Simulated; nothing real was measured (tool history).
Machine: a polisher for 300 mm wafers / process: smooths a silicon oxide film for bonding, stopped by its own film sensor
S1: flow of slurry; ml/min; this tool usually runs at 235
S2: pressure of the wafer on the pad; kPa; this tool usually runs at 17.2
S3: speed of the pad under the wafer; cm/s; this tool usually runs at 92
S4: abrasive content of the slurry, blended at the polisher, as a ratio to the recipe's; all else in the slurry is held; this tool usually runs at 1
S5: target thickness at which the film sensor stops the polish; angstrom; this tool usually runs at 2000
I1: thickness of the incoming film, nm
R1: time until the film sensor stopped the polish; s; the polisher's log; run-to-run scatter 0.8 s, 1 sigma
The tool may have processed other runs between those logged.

{"run": 1, "hour": 0.0, "S1": 235, "S2": 17.2, "S3": 92, "S4": 1, "S5": 2000, "I1": 239.6, "R1": 51.6}
{"run": 2, "hour": 64.2, "S1": 235, "S2": 17.2, "S3": 92, "S4": 1, "S5": 2000, "I1": 239.5, "R1": 51}
{"hour": 93.2, "done": "slurry blender recalibrated"}
{"run": 3, "hour": 127.5, "S1": 235, "S2": 17.2, "S3": 92, "S4": 1, "S5": 2000, "I1": 236.8, "R1": 46.8}
{"run": 4, "hour": 172.1, "S1": 235, "S2": 17.2, "S3": 92, "S4": 1, "S5": 2000, "I1": 241.2, "R1": 53.9}
{"hour": 212.9, "done": "worn pad replaced by a new one"}
{"hour": 295.9, "done": "slurry nozzle cleaned"}
{"run": 5, "hour": 306.2, "S1": 235, "S2": 17.2, "S3": 92, "S4": 1, "S5": 2000, "I1": 238.8, "R1": 50.7}
{"run": 6, "hour": 336.2, "S1": 235, "S2": 17.2, "S3": 84, "S4": 1, "S5": 2000, "I1": 240.9, "R1": 54.9}
{"run": 7, "hour": 366.7, "S1": 235, "S2": 17.2, "S3": 92, "S4": 1, "S5": 2000, "I1": 237.3, "R1": 49}
{"run": 8, "hour": 431.2, "S1": 235, "S2": 17.2, "S3": 92, "S4": 1, "S5": 2000, "I1": 238.2, "R1": 49.1}
{"run": 9, "hour": 465.2, "S1": 235, "S2": 17.2, "S3": 92, "S4": 0.9, "S5": 2000, "I1": 239.5, "R1": 52.3}
{"hour": 489.6, "done": "worn pad replaced by a new one"}
{"run": 10, "hour": 514.1, "S1": 235, "S2": 17.2, "S3": 92, "S4": 1, "S5": 2000, "I1": 238.6, "R1": 49.4}
{"hour": 560.0, "done": "slurry blender recalibrated"}
{"run": 11, "hour": 578.6, "S1": 235, "S2": 17.2, "S3": 92, "S4": 1, "S5": 2000, "I1": 241.7, "R1": 54.4}
{"run": 12, "hour": 613.1, "S1": 235, "S2": 17.2, "S3": 92, "S4": 1, "S5": 2000, "I1": 239.2, "R1": 49.6}
{"hour": 624.5, "done": "head pressure recalibrated"}
{"run": 13, "hour": 677.7, "S1": 235, "S2": 17.2, "S3": 92, "S4": 1, "S5": 2000, "I1": 240.2, "R1": 52.7}
{"run": 14, "hour": 712.0, "S1": 235, "S2": 17.2, "S3": 92, "S4": 1, "S5": 2000, "I1": 238.7, "R1": 49.5}
{"run": 15, "hour": 776.8, "S1": 235, "S2": 13.8, "S3": 120, "S4": 0.85, "S5": 2000, "I1": 240.2, "R1": 58.9}
{"hour": 785.1, "done": "worn pad replaced by a new one"}
{"run": 16, "hour": 827.7, "S1": 235, "S2": 17.2, "S3": 92, "S4": 1, "S5": 2000, "I1": 237.5, "R1": 47.7}
{"run": 17, "hour": 861.8, "S1": 205, "S2": 17.2, "S3": 92, "S4": 1, "S5": 2000, "I1": 235.9, "R1": 46.8}
{"hour": 902.7, "done": "slurry nozzle cleaned"}
{"run": 18, "hour": 920.6, "S1": 305, "S2": 11.7, "S3": 92, "S4": 1, "S5": 2000, "I1": 241.1, "R1": 76.1}
{"run": 19, "hour": 953.7, "S1": 160, "S2": 19.3, "S3": 92, "S4": 1.3, "S5": 1920, "I1": 241.7, "R1": 55.4}
{"hour": 1013.3, "done": "slurry blender recalibrated"}
{"hour": 1062.3, "done": "worn pad replaced by a new one"}
{"run": 20, "hour": 1113.4, "S1": 210, "S2": 17.2, "S3": 62, "S4": 1.1, "S5": 1900, "I1": 239.4, "R1": 76.8}
{"run": 21, "hour": 1151.3, "S1": 235, "S2": 17.2, "S3": 92, "S4": 1, "S5": 2000, "I1": 240.7, "R1": 53}
{"run": 22, "hour": 1214.1, "S1": 235, "S2": 17.2, "S3": 84, "S4": 1, "S5": 2000, "I1": 239.2, "R1": 53.9}
{"run": 23, "hour": 1251.3, "S1": 235, "S2": 22.8, "S3": 92, "S4": 1, "S5": 2000, "I1": 239.4, "R1": 37.4}
{"run": 24, "hour": 1299.7, "S1": 160, "S2": 17.2, "S3": 62, "S4": 1, "S5": 2000, "I1": 240.3, "R1": 66.9}
{"hour": 1346.4, "done": "worn pad replaced by a new one"}
{"run": 25, "hour": 1361.4, "S1": 160, "S2": 19.3, "S3": 92, "S4": 1.3, "S5": 1920, "I1": 240.1, "R1": 52.2}
{"hour": 1392.4, "done": "head pressure recalibrated"}
{"run": 26, "hour": 1404.6, "S1": 235, "S2": 11.7, "S3": 92, "S4": 1, "S5": 2000, "I1": 237.8, "R1": 70.3}
{"hour": 1445.8, "done": "slurry blender recalibrated"}
{"run": 27, "hour": 1468.1, "S1": 235, "S2": 17.2, "S3": 112, "S4": 0.85, "S5": 2000, "I1": 236.3, "R1": 43.4}
{"run": 28, "hour": 1504.4, "S1": 235, "S2": 22.1, "S3": 92, "S4": 1, "S5": 2000, "I1": 239.8, "R1": 40.5}
{"hour": 1545.8, "done": "slurry nozzle cleaned"}
{"run": 29, "hour": 1548.4, "S1": 235, "S2": 17.2, "S3": 92, "S4": 1.15, "S5": 2000, "I1": 234.6, "R1": 41.7}

Predict each of these 5 candidate next runs independently; none follows another, all start after run 29:
{"run": "A", "hour": 1548.8, "S1": 235, "S2": 17.2, "S3": 104, "S4": 1, "S5": 2000, "I1": 237.9, "R1": "?"}
{"run": "B", "hour": 1548.8, "S1": 180, "S2": 17.2, "S3": 84, "S4": 1, "S5": 1910, "I1": 237.9, "R1": "?"}
{"run": "C", "hour": 1548.8, "S1": 235, "S2": 17.2, "S3": 92, "S4": 1, "S5": 1890, "I1": 237.9, "R1": "?"}
{"run": "D", "hour": 1548.8, "S1": 235, "S2": 17.2, "S3": 66, "S4": 1, "S5": 2100, "I1": 237.9, "R1": "?"}
{"run": "E", "hour": 1548.8, "S1": 185, "S2": 17.2, "S3": 110, "S4": 1, "S5": 2000, "I1": 237.9, "R1": "?"}

run=A R1=45.5
run=B R1=65.3
run=C R1=62.8
run=D R1=42.3
run=E R1=45.4
Without the tool's hidden state the same runs would have given:
run=A R1=45.5
run=B R1=65.3
run=C R1=62.8
run=D R1=42.3
run=E R1=45.4

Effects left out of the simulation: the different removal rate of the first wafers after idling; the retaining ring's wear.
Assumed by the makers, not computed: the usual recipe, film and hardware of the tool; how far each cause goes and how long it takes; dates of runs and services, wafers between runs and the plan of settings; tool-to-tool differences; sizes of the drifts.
